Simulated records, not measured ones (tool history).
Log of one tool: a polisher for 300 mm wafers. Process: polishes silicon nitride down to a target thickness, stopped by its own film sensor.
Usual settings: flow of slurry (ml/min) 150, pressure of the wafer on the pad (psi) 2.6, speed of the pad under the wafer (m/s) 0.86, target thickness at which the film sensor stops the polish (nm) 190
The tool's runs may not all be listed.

run	hour	flow of slurry (ml/min)	pressure of the wafer on the pad (psi)	speed of the pad under the wafer (m/s)	target thickness at which the film sensor stops the polish (nm)	wafers since the last listed run	wafers polished on this pad	hours since the slurry nozzle was cleaned	hours since the head pressure was calibrated	incoming thickness of the incoming film, nm	time until the film sensor stopped the polish (s)
1	0	150	2.6	0.86	190	0	214	293.9	475.3	366.7	170.2
2	28.2	150	2.6	0.86	190	138	352	322.1	503.5	373.2	174.6
3	47.9	150	2.6	0.86	190	96	449	341.8	523.2	372.9	174.8
4	66.2	150	2.6	0.86	190	89	539	360.1	541.5	376.1	177.6
5	94.5	150	2.6	0.86	190	138	678	388.4	569.8	369.4	176.8
6	122.4	150	2.6	0.86	190	136	815	416.3	597.7	361.9	170.9
7	143.9	140	2.6	0.78	190	105	920	437.8	619.2	367.3	189.2
# hour 162.5: head pressure recalibrated
8	168.4	140	2.6	0.78	190	110	1031	462.3	5.9	369.2	188.4
# hour 198.8: worn pad replaced by a new one
9	202.8	150	3	0.86	209	149	19	496.7	40.3	375.8	135.4
10	234	150	3	0.86	209	153	172	527.9	71.5	366.1	128.1
11	261.6	150	3	0.86	209	135	308	555.5	99.1	367.1	125.4
12	296.4	150	2.6	0.86	190	170	479	590.3	133.9	371.4	174.7
13	313	150	2.6	0.86	190	81	560	606.9	150.5	368.6	168
14	326.9	150	2.6	0.86	234	68	628	620.8	164.4	372.2	134.6
15	357	150	1.7	0.86	190	147	776	650.9	194.5	374.7	278.5
16	391.3	150	2.6	1.06	190	168	944	685.2	228.8	369.5	146.2
17	404.2	150	2.6	0.86	190	63	1008	698.1	241.7	372.2	173.5
18	432.8	150	3.3	0.7	190	140	1148	726.7	270.3	369.5	159.3
19	454.4	150	2.6	0.6	190	106	1254	748.3	291.9	372.6	244.7
# hour 462.7: slurry nozzle cleaned
# hour 473.3: worn pad replaced by a new one
20	477.9	150	1.7	0.62	165	90	22	15.2	315.4	363.1	357.6
21	502.8	170	2.6	0.64	190	122	144	40.1	340.3	373.9	212.5
22	524.3	200	1.7	0.86	190	105	250	61.6	361.8	377.4	255.5
23	559	180	2.6	1.04	190	170	420	96.3	396.5	368.1	146.9
24	573.7	150	2.6	0.74	225	72	492	111	411.2	366.9	156
25	609.5	150	2.6	0.86	190	175	668	146.8	447	374	180
26	633.2	150	3	0.86	209	116	784	170.5	470.7	369.5	131.4
27	658.5	150	2.6	0.86	190	124	908	195.8	496	367.6	173.6
28	693.9	150	2.3	0.86	190	173	1082	231.2	531.4	369.5	201.1
29	710.6	150	2.6	1.1	190	81	1164	247.9	548.1	375.1	150.1
# hour 722.8: head pressure recalibrated
# hour 727.8: worn pad replaced by a new one
30	745.6	150	2.6	0.66	190	142	87	282.9	22.8	368.5	209.7
31	761.2	150	2.2	1.1	233	76	163	298.5	38.4	372.9	124.5
32	774.8	150	2.9	0.94	143	66	230	312.1	52	372.4	180.3
33	794.6	150	2.6	0.86	190	97	327	331.9	71.8	369.6	170.4
34	808.7	175	1.8	1.12	190	69	396	346	85.9	366	198.8
35	821.4	165	2.3	0.86	139	62	459	358.7	98.6	370.8	254.5
36	838.9	110	2.8	0.66	228	85	545	376.2	116.1	372.6	168.7
37	866.7	150	1.8	1.04	190	136	681	404	143.9	369.6	220.7
38	890.6	150	2.6	0.86	190	117	798	427.9	167.8	369.4	184.2

How the hidden state differs across the entries between the runs, from the last listed run before each to the first after it:
Between runs 7 and 8: head pressure recalibrated (hour 162.5)
  removal rate lost through wear of the pad, %: 7.85 -> 8.08
  measured less the result without the state, time until the film sensor stopped the polish (s): +14.8 -> +15.2
Between runs 8 and 9: worn pad replaced by a new one (hour 198.8)
  removal rate lost through wear of the pad, %: 8.08 -> 0.524
  measured less the result without the state, time until the film sensor stopped the polish (s): +15.2 -> +0.7
Between runs 19 and 20: slurry nozzle cleaned (hour 462.7); worn pad replaced by a new one (hour 473.3)
  removal rate lost through wear of the pad, %: 7.91 -> 0.512
  measured less the result without the state, time until the film sensor stopped the polish (s): +19.3 -> +1.8
Between runs 29 and 30: head pressure recalibrated (hour 722.8); worn pad replaced by a new one (hour 727.8)
  removal rate lost through wear of the pad, %: 7.75 -> 2.94
  measured less the result without the state, time until the film sensor stopped the polish (s): +11.6 -> +6.2
